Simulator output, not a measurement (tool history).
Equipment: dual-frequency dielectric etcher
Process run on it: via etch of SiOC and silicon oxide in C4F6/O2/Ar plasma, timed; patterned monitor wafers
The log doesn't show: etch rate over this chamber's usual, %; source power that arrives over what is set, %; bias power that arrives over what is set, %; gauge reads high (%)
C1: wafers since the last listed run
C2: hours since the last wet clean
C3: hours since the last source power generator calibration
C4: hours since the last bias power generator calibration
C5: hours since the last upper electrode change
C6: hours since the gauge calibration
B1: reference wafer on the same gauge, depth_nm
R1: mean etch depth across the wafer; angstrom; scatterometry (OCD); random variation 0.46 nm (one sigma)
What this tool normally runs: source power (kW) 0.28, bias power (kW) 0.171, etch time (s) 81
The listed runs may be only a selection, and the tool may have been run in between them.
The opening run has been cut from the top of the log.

Run 2, hour 59.9: usual settings; C1 449; C2 60.4; C3 3735.6; C4 3089.5; C5 3507.6; C6 1579.9; B1 81.3. Result: R1 851 angstrom.
Run 3, hour 107.6: usual settings but bias power (kW) 0.161; C1 358; C2 108.1; C3 3783.3; C4 3137.2; C5 3555.3; C6 1627.6; B1 81.3. Result: R1 842 angstrom.
Run 4, hour 213: usual settings but etch time (s) 100; C1 791; C2 213.5; C3 3888.7; C4 3242.6; C5 3660.7; C6 1733; B1 81.2. Result: R1 1068 angstrom.
Run 5, hour 314.2: usual settings but etch time (s) 100; C1 759; C2 314.7; C3 3989.9; C4 3343.8; C5 3761.9; C6 1834.2; B1 81.4. Result: R1 1062 angstrom.
Run 6, hour 394.2: usual settings but etch time (s) 100; C1 600; C2 394.7; C3 4069.9; C4 3423.8; C5 3841.9; C6 1914.2; B1 81.5. Result: R1 1070 angstrom.
Run 7, hour 439.4: usual settings but bias power (kW) 0.195, etch time (s) 70.5; C1 339; C2 439.9; C3 4115.1; C4 3469; C5 3887.1; C6 1959.4; B1 81.5. Result: R1 773 angstrom.
Run 8, hour 492.9: usual settings; C1 401; C2 493.4; C3 4168.6; C4 3522.5; C5 3940.6; C6 2012.9; B1 81.5. Result: R1 860 angstrom.
Run 9, hour 556.9: usual settings but source power (kW) 0.24, etch time (s) 72; C1 480; C2 557.4; C3 4232.6; C4 3586.5; C5 4004.6; C6 2076.9; B1 81.5. Result: R1 726 angstrom.
Run 10, hour 641.7: usual settings but source power (kW) 0.32, bias power (kW) 0.207; C1 636; C2 642.2; C3 4317.4; C4 3671.3; C5 4089.4; C6 2161.7; B1 81.5. Result: R1 936 angstrom.
At hour 678.9: wet clean of the chamber.
Run 11, hour 747.2: usual settings; C1 611; C2 68.3; C3 4422.9; C4 3776.8; C5 4194.9; C6 2267.2; B1 81.6. Result: R1 871 angstrom.
Run 12, hour 810.2: usual settings but source power (kW) 0.21, bias power (kW) 0.184; C1 472; C2 131.3; C3 4485.9; C4 3839.8; C5 4257.9; C6 2330.2; B1 81.5. Result: R1 811 angstrom.
Run 13, hour 894: usual settings but etch time (s) 63; C1 629; C2 215.1; C3 4569.7; C4 3923.6; C5 4341.7; C6 2414; B1 81.5. Result: R1 674 angstrom.
Run 14, hour 979.6: usual settings but bias power (kW) 0.21; C1 642; C2 300.7; C3 4655.3; C4 4009.2; C5 4427.3; C6 2499.6; B1 81.6. Result: R1 897 angstrom.
Run 15, hour 1036.4: usual settings but source power (kW) 0.23, etch time (s) 73.5; C1 426; C2 357.5; C3 4712.1; C4 4066; C5 4484.1; C6 2556.4; B1 81.6. Result: R1 735 angstrom.
Run 16, hour 1096.4: usual settings but source power (kW) 0.34, etch time (s) 58; C1 450; C2 417.5; C3 4772.1; C4 4126; C5 4544.1; C6 2616.4; B1 81.5. Result: R1 660 angstrom.
Run 17, hour 1153.2: usual settings; C1 426; C2 474.3; C3 4828.9; C4 4182.8; C5 4600.9; C6 2673.2; B1 81.7. Result: R1 860 angstrom.
At hour 1186.4: source power generator calibrated.
Run 18, hour 1202.1: usual settings but bias power (kW) 0.184, etch time (s) 74; C1 337; C2 523.2; C3 15.7; C4 4231.7; C5 4649.8; C6 2722.1; B1 81.6. Result: R1 791 angstrom.
At hour 1261.6: bias power generator calibrated.
At hour 1264.2: wet clean of the chamber.
Run 19, hour 1285.8: usual settings but source power (kW) 0.35, bias power (kW) 0.131; C1 578; C2 21.6; C3 99.4; C4 24.2; C5 4733.5; C6 2805.8; B1 81.6. Result: R1 879 angstrom.
Run 20, hour 1383.7: usual settings but bias power (kW) 0.196, etch time (s) 101; C1 734; C2 119.5; C3 197.3; C4 122.1; C5 4831.4; C6 2903.7; B1 81.6. Result: R1 1111 angstrom.
At hour 1408.4: upper electrode replaced.
Run 21, hour 1445.5: usual settings; C1 283; C2 181.3; C3 259.1; C4 183.9; C5 37.1; C6 2965.5; B1 81.7. Result: R1 862 angstrom.
Run 22, hour 1526.6: usual settings but source power (kW) 0.33, bias power (kW) 0.187; C1 608; C2 262.4; C3 340.2; C4 265; C5 118.2; C6 3046.6; B1 81.7. Result: R1 928 angstrom.

Expected results for the next run?
At hour 1566.8: gauge calibrated.
Run 23, hour 1630: usual settings but source power (kW) 0.32, bias power (kW) 0.213, etch time (s) 100.5; C1 776; C2 365.8; C3 443.6; C4 368.4; C5 221.6; C6 63.2; B1 ?. Result: R1 ?.

B1: 79.1
R1: 1135 angstrom
Minus the tool's unlogged condition, the same run would have read R1 1140 angstrom.
